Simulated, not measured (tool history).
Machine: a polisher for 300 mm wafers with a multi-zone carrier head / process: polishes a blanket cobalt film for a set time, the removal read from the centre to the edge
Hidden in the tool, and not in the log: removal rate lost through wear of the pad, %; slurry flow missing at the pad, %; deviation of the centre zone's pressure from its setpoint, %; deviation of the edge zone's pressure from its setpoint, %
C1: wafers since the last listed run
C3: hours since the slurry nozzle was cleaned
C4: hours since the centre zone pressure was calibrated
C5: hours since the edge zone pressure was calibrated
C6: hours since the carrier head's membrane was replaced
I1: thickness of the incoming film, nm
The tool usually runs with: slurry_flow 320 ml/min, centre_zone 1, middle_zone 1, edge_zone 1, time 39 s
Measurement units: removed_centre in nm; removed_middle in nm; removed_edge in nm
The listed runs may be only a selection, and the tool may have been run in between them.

{"run": 1, "hour": 0.0, "slurry_flow": 320, "centre_zone": 1, "middle_zone": 1.07, "edge_zone": 1, "time": 39, "C1": 0, "wafers polished on this pad": 18, "C3": 64.2, "C4": 57.6, "C5": 1042.9, "C6": 124.8, "I1": 891.7, "removed_centre": 297.7, "removed_middle": 320.5, "removed_edge": 285.3}
{"run": 2, "hour": 146.4, "slurry_flow": 320, "centre_zone": 1, "middle_zone": 1, "edge_zone": 1, "time": 39, "C1": 1320, "wafers polished on this pad": 1338, "C3": 210.6, "C4": 204, "C5": 1189.3, "C6": 271.2, "I1": 882.6, "removed_centre": 296.9, "removed_middle": 297.6, "removed_edge": 288.8}
{"run": 3, "hour": 198.3, "slurry_flow": 320, "centre_zone": 1, "middle_zone": 1, "edge_zone": 1, "time": 39, "C1": 468, "wafers polished on this pad": 1806, "C3": 262.5, "C4": 255.9, "C5": 1241.2, "C6": 323.1, "I1": 890.1, "removed_centre": 295.9, "removed_middle": 291.9, "removed_edge": 293.3}
{"run": 4, "hour": 253.5, "slurry_flow": 320, "centre_zone": 0.96, "middle_zone": 1, "edge_zone": 1, "time": 39, "C1": 497, "wafers polished on this pad": 2304, "C3": 317.7, "C4": 311.1, "C5": 1296.4, "C6": 378.3, "I1": 895, "removed_centre": 284.8, "removed_middle": 303.6, "removed_edge": 291.1}
{"run": 5, "hour": 282.9, "slurry_flow": 320, "centre_zone": 1, "middle_zone": 1, "edge_zone": 1, "time": 39, "C1": 265, "wafers polished on this pad": 2569, "C3": 347.1, "C4": 340.5, "C5": 1325.8, "C6": 407.7, "I1": 877.2, "removed_centre": 295.7, "removed_middle": 293.7, "removed_edge": 289.9}
{"hour": 322.9, "done": "centre zone pressure recalibrated"}
{"hour": 325.4, "done": "slurry nozzle cleaned"}
{"run": 6, "hour": 346.3, "slurry_flow": 320, "centre_zone": 1, "middle_zone": 0.96, "edge_zone": 1, "time": 39, "C1": 544, "wafers polished on this pad": 3114, "C3": 20.9, "C4": 23.4, "C5": 1389.2, "C6": 471.1, "I1": 883.7, "removed_centre": 296.1, "removed_middle": 285.1, "removed_edge": 290.5}
{"run": 7, "hour": 401.1, "slurry_flow": 320, "centre_zone": 0.95, "middle_zone": 1.05, "edge_zone": 1, "time": 39, "C1": 494, "wafers polished on this pad": 3608, "C3": 75.7, "C4": 78.2, "C5": 1444, "C6": 525.9, "I1": 884.9, "removed_centre": 281.2, "removed_middle": 310.3, "removed_edge": 289.5}
{"hour": 427.0, "done": "edge zone pressure recalibrated"}
{"hour": 428.5, "done": "worn pad replaced by a new one"}
{"hour": 503.9, "done": "carrier head's membrane replaced by a new one"}
{"run": 8, "hour": 530.3, "slurry_flow": 425, "centre_zone": 0.97, "middle_zone": 1, "edge_zone": 0.94, "time": 35, "C1": 1089, "wafers polished on this pad": 873, "C3": 204.9, "C4": 207.4, "C5": 103.3, "C6": 26.4, "I1": 894.2, "removed_centre": 267, "removed_middle": 272.6, "removed_edge": 257.1}
{"run": 9, "hour": 584.2, "slurry_flow": 385, "centre_zone": 1.09, "middle_zone": 1, "edge_zone": 1.08, "time": 26, "C1": 486, "wafers polished on this pad": 1359, "C3": 258.8, "C4": 261.3, "C5": 157.2, "C6": 80.3, "I1": 889.6, "removed_centre": 223.8, "removed_middle": 197.6, "removed_edge": 201.4}
{"run": 10, "hour": 621.8, "slurry_flow": 320, "centre_zone": 0.96, "middle_zone": 1, "edge_zone": 1.11, "time": 45, "C1": 339, "wafers polished on this pad": 1698, "C3": 296.4, "C4": 298.9, "C5": 194.8, "C6": 117.9, "I1": 903.5, "removed_centre": 334.5, "removed_middle": 349.8, "removed_edge": 347.8}
{"run": 11, "hour": 663.8, "slurry_flow": 320, "centre_zone": 1.07, "middle_zone": 0.95, "edge_zone": 1, "time": 25, "C1": 378, "wafers polished on this pad": 2077, "C3": 338.4, "C4": 340.9, "C5": 236.8, "C6": 159.9, "I1": 905.4, "removed_centre": 202.9, "removed_middle": 177.6, "removed_edge": 184.3}

Run 12, settings as shown, results not yet in. Your forecast:
{"run": 12, "hour": 695.4, "slurry_flow": 320, "centre_zone": 1.08, "middle_zone": 1, "edge_zone": 1.1, "time": 39, "C1": 285, "wafers polished on this pad": 2362, "C3": 370, "C4": 372.5, "C5": 268.4, "C6": 191.5, "I1": 893, "removed_centre": "?", "removed_middle": "?", "removed_edge": "?"}

removed_centre: 318.4 nm
removed_middle: 293.8 nm
removed_edge: 304.5 nm
With the hidden condition absent and the run-to-run variation left alone, this run would have shown removed_centre 318.4 nm, removed_middle 293.8 nm, removed_edge 304.5 nm.
